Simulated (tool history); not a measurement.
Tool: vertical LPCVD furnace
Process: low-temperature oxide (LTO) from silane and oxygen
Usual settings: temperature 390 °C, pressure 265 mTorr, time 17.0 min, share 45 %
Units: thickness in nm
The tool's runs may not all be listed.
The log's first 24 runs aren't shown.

run	hour	temperature	pressure	time	share	wafers since the last listed run	hours since the last temperature calibration	hours since the pressure gauge was zeroed	hours since the silane flow controller was replaced	hours since the gauge calibration	read-back reference wafer on the same gauge, thickness	thickness
25	1756.8	390	265	17.0	45	1058	799.1	553.4	1417.3	967.0	174.98	185.93
26	1813.3	390	225	11.0	45	798	855.6	609.9	1473.8	1023.5	175.04	102.97
27	1867.7	386	325	17.0	37	768	910.0	664.3	1528.2	1077.9	174.89	174.45
28	1958.5	384	265	23.5	45	1283	1000.8	755.1	1619.0	1168.7	175.03	240.99
29	2001.8	380	305	14.5	45	611	1044.1	798.4	1662.3	1212.0	174.92	164.01
30	2069.5	390	265	17.0	45	956	1111.8	866.1	1730.0	1279.7	174.99	188.09
31	2139.7	381	290	11.0	50	992	1182.0	936.3	1800.2	1349.9	174.98	133.44
32	2192.5	390	295	17.0	50	746	1234.8	989.1	1853.0	1402.7	174.97	228.44

Forecast each of these 3 alternatives for the next run:
A	2197.0	390	265	17.0	45	63	1239.3	993.6	1857.5	1407.2	?	?
B	2197.0	390	265	23.5	45	63	1239.3	993.6	1857.5	1407.2	?	?
C	2197.0	390	215	22.5	45	63	1239.3	993.6	1857.5	1407.2	?	?

run	read-back reference wafer on the same gauge, thickness	thickness
A	175.14	187.18
B	175.14	258.74
C	175.14	199.91
Without the tool's hidden state the same runs would have given:
run	thickness
A	191.49
B	264.71
C	205.63
